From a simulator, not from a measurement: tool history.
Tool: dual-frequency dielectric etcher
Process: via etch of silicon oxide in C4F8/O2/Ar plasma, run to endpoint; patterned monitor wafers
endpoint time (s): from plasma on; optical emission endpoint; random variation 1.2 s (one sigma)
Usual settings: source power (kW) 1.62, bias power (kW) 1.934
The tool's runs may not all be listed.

run	hour	source power (kW)	bias power (kW)	incoming incoming film thickness, nm	endpoint time (s)
1	0	1.62	1.739	755.1	170.7
2	12.7	1.62	1.739	755.7	171.5
3	94.3	1.62	1.739	747.3	171.9
4	106.6	1.62	1.934	750.8	167.8
5	127.8	1.62	1.934	756.7	169.8
6	147	1.62	1.655	752.4	175.4
7	174.6	1.41	1.934	753.7	181.7
8	176.3	1.41	1.934	747.9	184
9	205.6	1.41	1.934	751.7	184.9
10	239.6	1.62	2.132	757.5	166.5
11	253.1	1.62	1.934	745.8	169.5
12	287	1.62	1.934	752.8	172.2
13	304	1.62	1.934	756.3	173.1
14	319.9	1.87	2.101	756.6	159.4
15	360	1.62	2.291	752.7	159
16	366.3	1.41	1.934	753.7	177.5
17	380.2	1.45	1.934	761.2	178.1
18	409.6	1.74	2.355	754.6	152.7
19	439.4	1.52	2.225	756.5	165.4
20	506.9	1.95	1.668	756.2	160.4
21	527.2	1.46	1.55	751.6	189.9

Not shown: 4 entries that the log had between the listed runs. Between which runs, and how does the tool's hidden state differ before and after?
Between runs 6 and 7: upper electrode replaced (hour 174.1)
  etch rate over this chamber's usual, %: -1.99 -> -2.33
  measured less the result without the state, endpoint time (s): +3.5 -> +4.3
Between runs 10 and 11: source power generator calibrated (hour 248.7)
  etch rate over this chamber's usual, %: -3.12 -> -3.29
  measured less the result without the state, endpoint time (s): +5.2 -> +5.6
Between runs 11 and 12: bias power generator calibrated (hour 276.7)
  etch rate over this chamber's usual, %: -3.29 -> -3.7
  measured less the result without the state, endpoint time (s): +5.6 -> +6.4
Between runs 14 and 15: wet clean of the chamber (hour 359.5)
  etch rate over this chamber's usual, %: -4.11 -> 0.591
  measured less the result without the state, endpoint time (s): +6.6 -> -0.9
